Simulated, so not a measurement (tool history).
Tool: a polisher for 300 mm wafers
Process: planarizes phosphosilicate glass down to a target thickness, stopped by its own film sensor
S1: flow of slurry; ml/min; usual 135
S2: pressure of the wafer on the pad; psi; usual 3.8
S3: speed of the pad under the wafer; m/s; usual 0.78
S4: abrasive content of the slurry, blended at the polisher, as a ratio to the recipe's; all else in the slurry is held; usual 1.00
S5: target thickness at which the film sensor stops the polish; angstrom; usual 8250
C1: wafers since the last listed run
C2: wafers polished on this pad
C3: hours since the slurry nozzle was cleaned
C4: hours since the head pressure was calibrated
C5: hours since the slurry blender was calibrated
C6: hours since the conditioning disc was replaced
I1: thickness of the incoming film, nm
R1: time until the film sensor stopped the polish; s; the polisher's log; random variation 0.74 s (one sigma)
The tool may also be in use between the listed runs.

run	hour	S1	S2	S3	S4	S5	C1	C2	C3	C4	C5	C6	I1	R1
1	0.0	135	3.8	0.70	1.00	8250	0	194	523.8	465.6	159.8	273.6	1390.1	102.7
2	7.9	135	3.8	0.70	1.00	8250	58	253	531.7	473.5	167.7	281.5	1388.5	100.9
3	16.8	135	3.8	0.78	1.00	8250	66	320	540.6	482.4	176.6	290.4	1370.9	91.7
4	31.9	135	3.8	0.88	1.00	8250	112	432	555.7	497.5	191.7	305.5	1368.2	83.6
5	44.2	135	3.8	0.88	1.00	8250	91	524	568.0	509.8	204.0	317.8	1367.5	83.3
6	50.6	135	3.8	0.88	1.00	8250	47	572	574.4	516.2	210.4	324.2	1367.1	83.7
7	64.7	135	3.8	0.78	1.00	8250	105	677	588.5	530.3	224.5	338.3	1380.8	93.6
8	80.6	135	3.8	0.78	1.00	8250	118	796	604.4	546.2	240.4	354.2	1370.6	91.4
9	95.8	135	3.8	0.78	1.00	8250	113	909	619.6	561.4	255.6	369.4	1373.3	92.3
# hour 123.5: worn pad replaced by a new one
10	126.3	135	3.8	0.78	1.00	8250	197	21	650.1	591.9	286.1	399.9	1382.0	95.2
11	141.6	165	3.8	0.78	1.00	8250	114	135	665.4	607.2	301.4	415.2	1397.7	94.0
# hour 158.1: slurry blender recalibrated
# hour 161.1: head pressure recalibrated
12	180.9	165	3.8	0.78	1.00	8250	263	398	704.7	19.8	22.8	454.5	1393.9	92.4
# hour 191.5: slurry nozzle cleaned
13	192.0	135	3.8	0.78	1.00	8250	75	473	0.5	30.9	33.9	465.6	1365.1	91.3
14	199.3	115	3.8	0.56	0.70	8250	54	528	7.8	38.2	41.2	472.9	1405.4	140.7
15	214.0	135	3.2	0.78	0.75	9880	109	638	22.5	52.9	55.9	487.6	1391.5	78.7
# hour 217.4: conditioning disc replaced and pad reconditioned
16	225.7	155	3.8	0.98	1.00	9760	72	710	34.2	64.6	67.6	8.3	1381.8	48.7
17	234.2	135	3.8	0.78	1.00	8250	63	773	42.7	73.1	76.1	16.8	1385.1	82.3
18	260.7	135	3.8	1.02	1.00	9270	197	971	69.2	99.6	102.6	43.3	1392.5	57.9
19	276.9	135	3.8	1.04	1.00	8250	120	1092	85.4	115.8	118.8	59.5	1397.8	70.1
# hour 286.0: worn pad replaced by a new one
20	286.5	135	3.8	1.02	1.00	9270	41	3	95.0	125.4	128.4	69.1	1374.9	56.3
21	296.2	135	3.8	0.78	1.00	8250	72	76	104.7	135.1	138.1	78.8	1369.6	84.5
22	332.3	135	3.8	0.96	1.00	8250	269	345	140.8	171.2	174.2	114.9	1400.8	76.6
23	342.4	135	3.8	0.78	0.85	6890	75	421	150.9	181.3	184.3	125.0	1366.3	110.1
24	349.1	135	3.8	0.78	1.20	6740	49	471	157.6	188.0	191.0	131.7	1402.6	109.6
25	359.9	105	3.8	0.60	0.85	8250	80	551	168.4	198.8	201.8	142.5	1400.3	122.9

Forecast each of these 4 alternatives for the next run:
A	360.3	135	3.8	0.78	1.10	8250	2	554	168.8	199.2	202.2	142.9	1391.5	?
B	360.3	105	4.9	0.66	0.75	8250	2	554	168.8	199.2	202.2	142.9	1391.5	?
C	360.3	150	3.3	0.78	1.00	7350	2	554	168.8	199.2	202.2	142.9	1391.5	?
D	360.3	155	4.4	0.78	1.00	9980	2	554	168.8	199.2	202.2	142.9	1391.5	?

run	R1
A	89.1
B	100.7
C	111.6
D	56.7
Without the tool's hidden state the same runs would have given:
run	R1
A	81.0
B	91.6
C	102.2
D	51.2
